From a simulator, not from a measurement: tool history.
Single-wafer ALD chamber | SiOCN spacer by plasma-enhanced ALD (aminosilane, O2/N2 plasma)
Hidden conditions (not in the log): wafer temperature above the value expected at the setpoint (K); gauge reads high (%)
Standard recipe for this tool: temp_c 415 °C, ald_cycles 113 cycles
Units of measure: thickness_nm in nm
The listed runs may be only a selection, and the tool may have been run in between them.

run	hour	temp_c	ald_cycles	wafers since the last listed run	hours since the last thermocouple change	hours since the gauge calibration	read-back reference wafer on the same gauge, thickness_nm	thickness_nm
1	0.0	415	121	0	1203.7	613.1	5.748	7.062
2	14.9	415	121	45	1218.6	628.0	5.750	7.042
3	32.8	415	113	54	1236.5	645.9	5.748	6.621
4	63.5	415	113	93	1267.2	676.6	5.749	6.614
5	93.9	415	113	93	1297.6	707.0	5.748	6.570
6	129.0	415	113	107	1332.7	742.1	5.748	6.582
7	217.8	415	113	271	1421.5	830.9	5.750	6.615
8	235.0	415	113	52	1438.7	848.1	5.748	6.608
9	251.5	425	102	50	1455.2	864.6	5.750	5.802
10	281.8	425	102	92	1485.5	894.9	5.750	5.799
11	297.2	425	102	47	1500.9	910.3	5.751	5.778
12	331.4	415	113	104	1535.1	944.5	5.750	6.568
13	354.9	406	129	71	1558.6	968.0	5.752	7.743
14	372.0	406	129	52	1575.7	985.1	5.751	7.735
15	385.9	406	129	42	1589.6	999.0	5.748	7.716
# hour 418.3: gauge calibrated
# hour 419.8: thermocouple changed; heater temperature recalibrated
16	420.3	415	113	80	0.5	2.0	5.751	6.471
17	447.8	415	113	84	28.0	29.5	5.746	6.488
18	466.6	415	113	57	46.8	48.3	5.754	6.470
19	487.2	415	113	63	67.4	68.9	5.748	6.500
20	501.1	423	101	42	81.3	82.8	5.751	5.669
21	523.4	425	121	68	103.6	105.1	5.748	6.760
22	546.8	415	122	71	127.0	128.5	5.752	7.017
23	559.1	425	121	37	139.3	140.8	5.746	6.756
24	594.3	409	98	107	174.5	176.0	5.749	5.722
25	620.2	420	123	79	200.4	201.9	5.754	6.965
26	706.5	408	100	264	286.7	288.2	5.749	5.849
27	722.2	415	113	48	302.4	303.9	5.750	6.500
28	751.7	415	113	90	331.9	333.4	5.749	6.503
29	787.5	403	113	109	367.7	369.2	5.750	6.788
30	818.7	420	126	95	398.9	400.4	5.749	7.172
31	832.3	419	92	41	412.5	414.0	5.749	5.252
32	852.0	415	113	60	432.2	433.7	5.753	6.520
33	871.9	404	131	60	452.1	453.6	5.752	7.857
34	892.2	400	123	62	472.4	473.9	5.751	7.370
35	919.8	403	99	84	500.0	501.5	5.750	5.909
36	954.9	427	133	107	535.1	536.6	5.752	7.447

Hidden state at the last listed run before each entry between runs and at the first one after, where it differs:
Runs 15 to 16: gauge calibrated (hour 418.3); thermocouple changed; heater temperature recalibrated (hour 419.8)
  wafer temperature above the value expected at the setpoint (K): -6.2 -> 0.816
  what was measured, less what the result would be without the hidden state, thickness_nm: +0.133 -> -0.016 nm
